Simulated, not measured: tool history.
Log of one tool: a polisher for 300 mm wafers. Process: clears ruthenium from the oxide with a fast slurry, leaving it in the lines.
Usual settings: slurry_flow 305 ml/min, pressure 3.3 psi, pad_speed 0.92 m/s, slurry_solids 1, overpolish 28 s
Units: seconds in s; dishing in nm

run,hour,slurry_flow,pressure,pad_speed,slurry_solids,overpolish,"incoming thickness of the incoming film, nm",seconds,dishing
1,0,305,3.3,0.92,1,22,241.4,64,56.1
2,163.8,305,3.3,0.92,1,28,239.5,63.1,66.5
3,251.5,305,3.3,0.92,1,28,244.3,64.3,66.1
4,321.5,305,3.3,0.92,1,28,239.6,61.5,66.7
# hour 399.7: slurry blender recalibrated
# hour 417.5: slurry nozzle cleaned
5,496.2,280,3.3,0.92,1.2,28,239.3,54.4,70.7
# hour 508: worn pad replaced by a new one
6,539.3,305,3.3,0.92,1,28,244.1,61.2,66.5
7,620.1,305,3.3,0.92,1,28,241.7,63.4,68.6
8,698.5,305,3.3,0.92,1,28,238.1,61.5,68.6
# hour 714.3: head pressure recalibrated
9,779.4,305,3.3,0.92,1,28,242.4,63.3,65.3
10,838.7,305,3.3,0.92,1,28,243.8,63.4,65.4
11,938.9,305,3.3,0.92,1,28,240.8,63.3,67
# hour 985.6: slurry nozzle cleaned
# hour 995.8: slurry blender recalibrated
12,1024.2,360,3.9,0.92,1,28,239.1,53.8,74.4
# hour 1064.6: worn pad replaced by a new one
13,1200.9,200,3.3,0.92,1,22,239.5,62.3,56.8
14,1267.1,305,3.3,0.92,1,28,241.4,60.5,68.3
15,1372.2,305,3.3,0.92,1,28,235.3,62.3,67.9
16,1455.4,305,3.3,0.92,1,28,242.3,59.9,68.4
17,1529.2,200,3.3,0.92,1,22,240.8,63.7,57.1
# hour 1587.6: slurry nozzle cleaned
18,1591.8,240,3.3,0.76,0.85,28,240.8,74.8,57.7

Run 19 comes next. What will it give?
# hour 1613.5: slurry blender recalibrated
19,1656.5,305,3.3,0.92,1,28,239.4,?,?

Run 19 gave seconds 58.4 s, dishing 68.7 nm.
Without the tool's hidden state the same run would have given seconds 64.3 s, dishing 64.5 nm.

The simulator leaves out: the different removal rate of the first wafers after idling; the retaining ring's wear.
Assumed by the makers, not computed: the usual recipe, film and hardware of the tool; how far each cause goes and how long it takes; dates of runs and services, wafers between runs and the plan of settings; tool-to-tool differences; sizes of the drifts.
